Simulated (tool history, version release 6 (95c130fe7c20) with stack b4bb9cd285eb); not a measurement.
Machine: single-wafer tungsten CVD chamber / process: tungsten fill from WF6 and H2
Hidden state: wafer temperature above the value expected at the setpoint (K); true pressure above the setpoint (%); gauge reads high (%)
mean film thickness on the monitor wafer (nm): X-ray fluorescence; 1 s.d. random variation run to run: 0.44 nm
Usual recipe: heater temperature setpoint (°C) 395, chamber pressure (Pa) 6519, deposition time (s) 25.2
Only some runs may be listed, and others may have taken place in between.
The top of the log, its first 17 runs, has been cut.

run,day,heater temperature setpoint (°C),chamber pressure (Pa),deposition time (s),wafers since the last listed run,hours since the last thermocouple change,hours since the last manometer calibration,hours since the showerhead was replaced,hours since the gauge calibration,"read-back reference wafer on the same gauge, thickness_nm",mean film thickness on the monitor wafer (nm)
18,48.204,400,5586,20.4,1373,1699.3,783.0,2580.9,1981.7,76.146,78.110
# day 50.804: showerhead replaced
19,52.371,407,7239,20.7,3112,1799.3,883.0,37.6,2081.7,76.090,100.944
20,54.075,395,6519,21.4,1383,1840.2,923.9,78.5,2122.6,76.127,77.926
21,55.721,395,6519,25.2,1336,1879.7,963.4,118.0,2162.1,76.099,93.222
# day 58.925: thermocouple changed; heater temperature recalibrated
22,59.150,382,5373,25.2,2513,5.4,1045.7,200.3,2244.4,76.142,62.798
23,61.233,386,5586,25.2,1691,55.4,1095.7,250.3,2294.4,76.147,70.214
# day 63.338: gauge calibrated
24,64.146,395,6519,25.2,2364,125.3,1165.6,320.2,19.4,76.081,90.458
25,66.942,382,6519,25.2,2269,192.4,1232.7,387.3,86.5,76.098,68.033
26,69.538,395,7279,21.3,2107,254.7,1295.0,449.6,148.8,76.065,79.006
27,73.746,395,6519,28.1,3416,355.7,1396.0,550.6,249.8,76.028,101.631
28,77.883,400,6519,21.4,3359,455.0,1495.3,649.9,349.1,76.150,84.979
29,79.450,395,6519,25.2,1271,492.6,1532.9,687.5,386.7,76.072,90.756
30,81.417,390,7839,23.5,1596,539.8,1580.1,734.7,433.9,76.056,81.413
31,83.771,395,5333,25.2,1911,596.3,1636.6,791.2,490.4,76.045,84.097
32,85.350,390,6519,21.6,1282,634.2,1674.5,829.1,528.3,76.143,69.568
33,88.275,395,5520,20.5,2374,704.4,1744.7,899.3,598.5,76.099,69.625

Branching from run 33: 5 alternative next runs. What would each branch give?
A,88.292,395,6519,25.2,13,704.8,1745.1,899.7,598.9,?,?
B,88.292,382,6519,29.8,13,704.8,1745.1,899.7,598.9,?,?
C,88.292,395,7759,25.2,13,704.8,1745.1,899.7,598.9,?,?
D,88.292,395,6519,28.2,13,704.8,1745.1,899.7,598.9,?,?
E,88.292,395,7639,25.2,13,704.8,1745.1,899.7,598.9,?,?

run,"read-back reference wafer on the same gauge, thickness_nm",mean film thickness on the monitor wafer (nm)
A,76.085,90.646
B,76.085,80.317
C,76.085,96.386
D,76.085,101.485
E,76.085,95.854
Take away the tool's hidden state, keep each run's random variation, and the runs would have read:
run,mean film thickness on the monitor wafer (nm)
A,90.394
B,80.078
C,96.118
D,101.203
E,95.587

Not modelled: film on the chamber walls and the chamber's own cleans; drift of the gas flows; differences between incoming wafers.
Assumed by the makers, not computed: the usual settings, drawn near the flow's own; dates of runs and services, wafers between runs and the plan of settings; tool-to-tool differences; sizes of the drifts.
